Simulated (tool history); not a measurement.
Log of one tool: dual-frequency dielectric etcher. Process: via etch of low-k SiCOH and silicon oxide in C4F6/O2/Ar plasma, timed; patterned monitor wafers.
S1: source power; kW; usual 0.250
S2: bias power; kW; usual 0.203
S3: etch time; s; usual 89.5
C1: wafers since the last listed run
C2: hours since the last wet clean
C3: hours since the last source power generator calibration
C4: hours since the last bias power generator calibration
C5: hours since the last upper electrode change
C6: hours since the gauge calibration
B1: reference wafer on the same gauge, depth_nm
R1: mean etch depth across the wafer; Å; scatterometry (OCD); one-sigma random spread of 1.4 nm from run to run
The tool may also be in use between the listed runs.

{"run": 1, "hour": 0.0, "S1": 0.25, "S2": 0.203, "S3": 98.0, "C1": 0, "C2": 363.4, "C3": 21.3, "C4": 3090.3, "C5": 0.5, "C6": 325.0, "B1": 176.3, "R1": 2176}
{"run": 2, "hour": 0.3, "S1": 0.25, "S2": 0.203, "S3": 89.5, "C1": 3, "C2": 363.7, "C3": 21.6, "C4": 3090.6, "C5": 0.8, "C6": 325.3, "B1": 176.0, "R1": 2012}
{"run": 3, "hour": 0.7, "S1": 0.25, "S2": 0.203, "S3": 89.5, "C1": 5, "C2": 364.1, "C3": 22.0, "C4": 3091.0, "C5": 1.2, "C6": 325.7, "B1": 176.0, "R1": 2010}
{"run": 4, "hour": 14.4, "S1": 0.25, "S2": 0.203, "S3": 89.5, "C1": 171, "C2": 377.8, "C3": 35.7, "C4": 3104.7, "C5": 14.9, "C6": 339.4, "B1": 175.9, "R1": 1995}
{"run": 5, "hour": 23.8, "S1": 0.25, "S2": 0.203, "S3": 89.5, "C1": 117, "C2": 387.2, "C3": 45.1, "C4": 3114.1, "C5": 24.3, "C6": 348.8, "B1": 176.1, "R1": 1998}
{"hour": 38.9, "done": "gauge calibrated"}
{"run": 6, "hour": 55.5, "S1": 0.23, "S2": 0.203, "S3": 102.5, "C1": 397, "C2": 418.9, "C3": 76.8, "C4": 3145.8, "C5": 56.0, "C6": 16.6, "B1": 176.1, "R1": 2216}
{"run": 7, "hour": 72.4, "S1": 0.28, "S2": 0.159, "S3": 72.5, "C1": 211, "C2": 435.8, "C3": 93.7, "C4": 3162.7, "C5": 72.9, "C6": 33.5, "B1": 175.9, "R1": 1597}
{"hour": 101.0, "done": "wet clean of the chamber"}
{"hour": 101.6, "done": "bias power generator calibrated"}
{"run": 8, "hour": 102.1, "S1": 0.25, "S2": 0.203, "S3": 89.5, "C1": 63, "C2": 1.1, "C3": 123.4, "C4": 0.5, "C5": 102.6, "C6": 63.2, "B1": 176.1, "R1": 1916}
{"run": 9, "hour": 102.5, "S1": 0.23, "S2": 0.251, "S3": 102.5, "C1": 5, "C2": 1.5, "C3": 123.8, "C4": 0.9, "C5": 103.0, "C6": 63.6, "B1": 175.9, "R1": 2259}
{"run": 10, "hour": 128.9, "S1": 0.27, "S2": 0.163, "S3": 74.0, "C1": 330, "C2": 27.9, "C3": 150.2, "C4": 27.3, "C5": 129.4, "C6": 90.0, "B1": 175.6, "R1": 1550}
{"run": 11, "hour": 143.3, "S1": 0.31, "S2": 0.187, "S3": 65.5, "C1": 180, "C2": 42.3, "C3": 164.6, "C4": 41.7, "C5": 143.8, "C6": 104.4, "B1": 176.5, "R1": 1462}
{"run": 12, "hour": 154.3, "S1": 0.27, "S2": 0.18, "S3": 89.5, "C1": 137, "C2": 53.3, "C3": 175.6, "C4": 52.7, "C5": 154.8, "C6": 115.4, "B1": 175.8, "R1": 1912}
{"run": 13, "hour": 160.9, "S1": 0.25, "S2": 0.203, "S3": 89.5, "C1": 82, "C2": 59.9, "C3": 182.2, "C4": 59.3, "C5": 161.4, "C6": 122.0, "B1": 175.9, "R1": 1919}
{"run": 14, "hour": 176.9, "S1": 0.28, "S2": 0.177, "S3": 89.5, "C1": 200, "C2": 75.9, "C3": 198.2, "C4": 75.3, "C5": 177.4, "C6": 138.0, "B1": 175.7, "R1": 1920}
{"hour": 202.6, "done": "wet clean of the chamber, repeated, since the last time left the tool worse"}
{"run": 15, "hour": 203.1, "S1": 0.22, "S2": 0.156, "S3": 89.5, "C1": 27, "C2": 0.5, "C3": 224.4, "C4": 101.5, "C5": 203.6, "C6": 164.2, "B1": 176.2, "R1": 1852}
{"run": 16, "hour": 203.5, "S1": 0.23, "S2": 0.203, "S3": 64.0, "C1": 5, "C2": 0.9, "C3": 224.8, "C4": 101.9, "C5": 204.0, "C6": 164.6, "B1": 176.3, "R1": 1419}
{"run": 17, "hour": 204.7, "S1": 0.25, "S2": 0.203, "S3": 89.5, "C1": 15, "C2": 2.1, "C3": 226.0, "C4": 103.1, "C5": 205.2, "C6": 165.8, "B1": 176.5, "R1": 2032}
{"run": 18, "hour": 218.4, "S1": 0.21, "S2": 0.203, "S3": 111.5, "C1": 171, "C2": 15.8, "C3": 239.7, "C4": 116.8, "C5": 218.9, "C6": 179.5, "B1": 175.7, "R1": 2438}
{"run": 19, "hour": 234.5, "S1": 0.25, "S2": 0.203, "S3": 81.5, "C1": 201, "C2": 31.9, "C3": 255.8, "C4": 132.9, "C5": 235.0, "C6": 195.6, "B1": 175.8, "R1": 1850}
{"run": 20, "hour": 248.6, "S1": 0.25, "S2": 0.252, "S3": 89.5, "C1": 176, "C2": 46.0, "C3": 269.9, "C4": 147.0, "C5": 249.1, "C6": 209.7, "B1": 175.9, "R1": 2141}
{"run": 21, "hour": 263.2, "S1": 0.27, "S2": 0.203, "S3": 89.5, "C1": 182, "C2": 60.6, "C3": 284.5, "C4": 161.6, "C5": 263.7, "C6": 224.3, "B1": 175.9, "R1": 2074}
{"run": 22, "hour": 274.6, "S1": 0.25, "S2": 0.203, "S3": 89.5, "C1": 142, "C2": 72.0, "C3": 295.9, "C4": 173.0, "C5": 275.1, "C6": 235.7, "B1": 176.7, "R1": 2021}
{"run": 23, "hour": 284.4, "S1": 0.3, "S2": 0.182, "S3": 89.5, "C1": 122, "C2": 81.8, "C3": 305.7, "C4": 182.8, "C5": 284.9, "C6": 245.5, "B1": 175.9, "R1": 2105}

What will run 24 give?
{"run": 24, "hour": 295.5, "S1": 0.25, "S2": 0.171, "S3": 89.5, "C1": 139, "C2": 92.9, "C3": 316.8, "C4": 193.9, "C5": 296.0, "C6": 256.6, "B1": "?", "R1": "?"}

{"run 24": {"B1": 176.0, "R1": 1935}}
The same run, on a tool lacking any hidden state, would have yielded R1 1954 Å.

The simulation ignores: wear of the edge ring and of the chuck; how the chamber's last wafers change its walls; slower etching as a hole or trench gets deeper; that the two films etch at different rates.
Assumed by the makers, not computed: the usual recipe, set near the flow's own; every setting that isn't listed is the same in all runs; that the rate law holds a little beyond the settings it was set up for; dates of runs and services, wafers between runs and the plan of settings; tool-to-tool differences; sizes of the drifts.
